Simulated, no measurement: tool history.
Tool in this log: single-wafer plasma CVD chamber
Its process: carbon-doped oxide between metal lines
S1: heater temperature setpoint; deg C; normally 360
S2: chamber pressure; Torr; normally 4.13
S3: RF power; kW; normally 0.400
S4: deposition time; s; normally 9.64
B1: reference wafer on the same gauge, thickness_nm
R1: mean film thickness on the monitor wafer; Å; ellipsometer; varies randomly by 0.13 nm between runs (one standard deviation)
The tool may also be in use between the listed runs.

| run | hour | S1 | S2 | S3 | S4 | B1 | R1 |
|---|---|---|---|---|---|---|---|
| 1 | 0.0 | 360 | 4.13 | 0.400 | 9.64 | 30.926 | 354.57 |
| 2 | 29.6 | 360 | 4.13 | 0.400 | 9.64 | 30.926 | 352.28 |
| 3 | 45.5 | 360 | 3.86 | 0.400 | 9.64 | 30.884 | 352.23 |
| 4 | 75.4 | 360 | 3.86 | 0.400 | 9.64 | 30.932 | 353.19 |
| 5 | 89.4 | 360 | 3.86 | 0.400 | 9.64 | 30.913 | 351.59 |
| 6 | 108.0 | 360 | 4.13 | 0.380 | 10.80 | 30.888 | 382.38 |
| 7 | 121.1 | 360 | 4.13 | 0.400 | 9.64 | 30.901 | 352.09 |
| 8 | 143.4 | 365 | 4.13 | 0.400 | 9.64 | 30.901 | 348.63 |
| 9 | 159.3 | 365 | 4.13 | 0.400 | 9.64 | 30.908 | 346.91 |
| 10 | 174.8 | 360 | 4.13 | 0.400 | 9.64 | 30.883 | 351.55 |
| 11 | 197.7 | 360 | 4.13 | 0.400 | 9.64 | 30.874 | 352.14 |
|  | 217.1 | capacitance manometer re-zeroed and calibrated |
| 12 | 217.6 | 360 | 4.13 | 0.400 | 9.64 | 30.913 | 351.14 |
| 13 | 238.1 | 366 | 4.13 | 0.400 | 9.64 | 30.916 | 343.58 |
|  | 253.1 | RF generator calibrated |
| 14 | 253.6 | 360 | 4.67 | 0.400 | 11.35 | 30.885 | 435.88 |
| 15 | 282.4 | 355 | 4.13 | 0.400 | 8.97 | 30.903 | 347.31 |
| 16 | 305.8 | 355 | 4.13 | 0.400 | 9.64 | 30.876 | 372.03 |
| 17 | 330.6 | 360 | 3.63 | 0.420 | 8.11 | 30.930 | 315.01 |
|  | 348.0 | gauge calibrated |
| 18 | 363.1 | 372 | 3.22 | 0.400 | 11.28 | 30.928 | 404.62 |
| 19 | 383.3 | 360 | 5.00 | 0.400 | 10.90 | 30.866 | 420.29 |
|  | 408.0 | thermocouple changed; heater temperature recalibrated |
| 20 | 410.7 | 360 | 4.13 | 0.400 | 9.64 | 30.892 | 365.58 |
| 21 | 432.2 | 364 | 4.13 | 0.400 | 9.64 | 30.917 | 362.13 |
| 22 | 467.3 | 360 | 4.13 | 0.400 | 9.64 | 30.903 | 365.91 |
|  | 501.9 | showerhead replaced |
| 23 | 502.4 | 346 | 5.12 | 0.400 | 9.64 | 30.887 | 387.46 |
| 24 | 573.0 | 360 | 4.67 | 0.400 | 11.35 | 30.890 | 429.81 |
| 25 | 602.7 | 370 | 3.72 | 0.365 | 11.47 | 30.891 | 395.77 |
| 26 | 637.4 | 360 | 4.13 | 0.400 | 9.64 | 30.914 | 363.06 |
| 27 | 649.7 | 360 | 4.57 | 0.400 | 9.64 | 30.904 | 364.54 |

Alternative continuations, all from the tool just after run 27; predict every row:
| A | 650.1 | 360 | 3.55 | 0.400 | 9.64 | ? | ? |
| B | 650.1 | 360 | 3.26 | 0.370 | 9.64 | ? | ? |
| C | 650.1 | 360 | 3.40 | 0.325 | 9.64 | ? | ? |
| D | 650.1 | 375 | 4.13 | 0.400 | 8.68 | ? | ? |
| E | 650.1 | 360 | 3.56 | 0.400 | 8.64 | ? | ? |

| run | B1 | R1 |
|---|---|---|
| A | 30.873 | 359.69 |
| B | 30.873 | 341.86 |
| C | 30.873 | 318.17 |
| D | 30.873 | 315.48 |
| E | 30.873 | 322.97 |
Had the tool no hidden state, the same runs would have come out as:
| run | R1 |
|---|---|
| A | 364.38 |
| B | 346.50 |
| C | 322.49 |
| D | 319.60 |
| E | 327.19 |
